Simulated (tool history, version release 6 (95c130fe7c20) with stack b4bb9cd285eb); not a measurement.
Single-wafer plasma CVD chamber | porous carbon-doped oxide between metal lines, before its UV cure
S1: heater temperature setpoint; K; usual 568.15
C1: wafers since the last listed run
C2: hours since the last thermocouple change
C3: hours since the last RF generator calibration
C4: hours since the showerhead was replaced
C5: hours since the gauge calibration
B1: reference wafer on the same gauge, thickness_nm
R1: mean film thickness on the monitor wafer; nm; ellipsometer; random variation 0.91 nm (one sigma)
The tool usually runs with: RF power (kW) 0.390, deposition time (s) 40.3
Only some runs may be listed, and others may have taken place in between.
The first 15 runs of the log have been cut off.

run 16 hour=854.6 | S1=562.15 RF_power_(kW)=0.330 deposition_time_(s)=32.7 | C1=1327 C2=833.1 C3=279.0 C4=354.6 C5=2337.3 | B1=213.725 | R1=140.905
run 17 hour=938.4 | S1=574.15 RF_power_(kW)=0.370 deposition_time_(s)=43.2 | C1=1748 C2=916.9 C3=362.8 C4=438.4 C5=2421.1 | B1=213.798 | R1=183.097
-- hour=962.8 thermocouple changed; heater temperature recalibrated
run 18 hour=982.7 | S1=574.15 RF_power_(kW)=0.315 deposition_time_(s)=36.2 | C1=757 C2=19.9 C3=407.1 C4=482.7 C5=2465.4 | B1=213.834 | R1=142.836
run 19 hour=1009.2 | S1=568.15 RF_power_(kW)=0.390 deposition_time_(s)=33.0 | C1=553 C2=46.4 C3=433.6 C4=509.2 C5=2491.9 | B1=214.069 | R1=156.945
run 20 hour=1033.6 | S1=554.15 RF_power_(kW)=0.460 deposition_time_(s)=47.5 | C1=509 C2=70.8 C3=458.0 C4=533.6 C5=2516.3 | B1=214.152 | R1=272.982
run 21 hour=1099.2 | S1=568.15 RF_power_(kW)=0.390 deposition_time_(s)=40.3 | C1=1369 C2=136.4 C3=523.6 C4=599.2 C5=2581.9 | B1=214.219 | R1=190.372
-- hour=1112.6 gauge calibrated
run 22 hour=1143.3 | S1=574.15 RF_power_(kW)=0.320 deposition_time_(s)=44.6 | C1=920 C2=180.5 C3=567.7 C4=643.3 C5=30.7 | B1=213.679 | R1=177.980
run 23 hour=1210.8 | S1=578.15 RF_power_(kW)=0.390 deposition_time_(s)=40.3 | C1=1408 C2=248.0 C3=635.2 C4=710.8 C5=98.2 | B1=214.055 | R1=178.582
run 24 hour=1256.4 | S1=568.15 RF_power_(kW)=0.320 deposition_time_(s)=40.3 | C1=951 C2=293.6 C3=680.8 C4=756.4 C5=143.8 | B1=214.233 | R1=167.616
run 25 hour=1326.5 | S1=576.15 RF_power_(kW)=0.435 deposition_time_(s)=40.3 | C1=1462 C2=363.7 C3=750.9 C4=826.5 C5=213.9 | B1=214.065 | R1=193.134

For run 26, what comes out?
run 26 hour=1397.9 | S1=568.15 RF_power_(kW)=0.390 deposition_time_(s)=40.3 | C1=1490 C2=435.1 C3=822.3 C4=897.9 C5=285.3 | B1=? | R1=?

{"run 26": {"B1": 213.944, "R1": 189.124}}
Were there no unlogged condition in the tool, this run, its random variation unchanged, would have produced R1 191.465 nm.
